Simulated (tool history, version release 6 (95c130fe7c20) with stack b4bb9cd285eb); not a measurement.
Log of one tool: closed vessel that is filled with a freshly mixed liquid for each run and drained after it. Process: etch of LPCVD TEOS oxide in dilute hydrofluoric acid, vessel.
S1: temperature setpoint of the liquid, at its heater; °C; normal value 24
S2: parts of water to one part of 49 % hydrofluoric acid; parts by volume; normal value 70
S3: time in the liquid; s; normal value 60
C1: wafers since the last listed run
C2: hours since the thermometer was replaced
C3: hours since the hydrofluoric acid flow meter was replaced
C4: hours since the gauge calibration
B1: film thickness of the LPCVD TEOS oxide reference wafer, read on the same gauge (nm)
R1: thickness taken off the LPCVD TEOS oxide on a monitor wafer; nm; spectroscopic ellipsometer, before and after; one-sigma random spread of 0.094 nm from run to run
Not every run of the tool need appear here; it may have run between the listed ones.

run    hour    S1   S2  S3    C1      C2      C3      C4     B1     R1
  1       0    24   70  60     0   416.6   441.6   534.9  79.99  13.14
  2    64.2    22   70  60  4363   480.8   505.8   599.1  79.99  11.94
  3    90.6    24   70  60  1794   507.2   532.2   625.5     80  13.05
  4   157.6    24   70  60  4554   574.2   599.2   692.5     80  13.06
  5   223.2    24   70  60  4459   639.8   664.8   758.1  80.02  13.02
  6   258.6    24   70  60  2406   675.2   700.2   793.5     80  12.71
  7   289.9    24   70  60  2127   706.5   731.5   824.8  79.99  12.68
  8   318.1    24   70  70  1916   734.7   759.7     853     80  14.86
  9   380.8    24   70  70  4261   797.4   822.4   915.7  80.01  14.87
 10   426.1  26.5   45  60  3079   842.7   867.7     961  79.98  22.36
 11     456  26.5   45  60  2032   872.6   897.6   990.9     80  22.64
 12   508.9  26.5   45  60  3595   925.5   950.5  1043.8  79.97  22.19
 13   577.8    24   70  60  4683   994.4  1019.4  1112.7     80  12.35
      596.3  -- hydrofluoric acid flow meter replaced
 14   645.5    24   70  60  4533  1062.1    49.2  1180.4  80.01  13.01
 15   701.2    24   70  60  3786  1117.8   104.9  1236.1  79.99  13.04
 16   766.2    24   70  60  4418  1182.8   169.9  1301.1  80.02  12.83
 17     837    24   70  60  4812  1253.6   240.7  1371.9  80.02  12.85
 18     957  28.5   60  90  8156  1373.6   360.7  1491.9     80   27.4
 19  1074.9    24   45  60  8014  1491.5   478.6  1609.8  80.03  20.64
 20  1109.8    26   70  60  2372  1526.4   513.5  1644.7  79.99  13.74
 21  1165.6  27.5   55  80  3792  1582.2   569.3  1700.5  79.99     25
 22  1228.4  20.5  100  35  4268    1645   632.1  1763.3  79.97   4.24
     1264.4  -- gauge calibrated
 23  1300.2  20.5   70  60  4880  1716.8   703.9    35.8  79.99  10.67
 24  1333.8    24   85  60  2283  1750.4   737.5    69.4     80  10.06
     1346.7  -- thermometer replaced
 25    1393    24   70  60  3956    46.3   796.7   128.6     80  13.07
     1437.4  -- hydrofluoric acid flow meter replaced
 26  1454.3  22.5   55  30  4098   107.6    16.9   189.9  80.01   8.25
 27  1487.2  21.5   95  60  2236   140.5    49.8   222.8  80.02   8.71
 28  1543.1  20.5  100  35  3799   196.4   105.7   278.7     80   4.59
 29  1596.9    24   70  60  3656   250.2   159.5   332.5  80.01  13.39

What will run 30 give?
 30  1638.4  24  70  40  2820  291.7  201  374   ?   ?

B1: 79.99
R1: 8.85 nm
The same run, on a tool lacking any hidden state, would have yielded R1 9.08 nm.
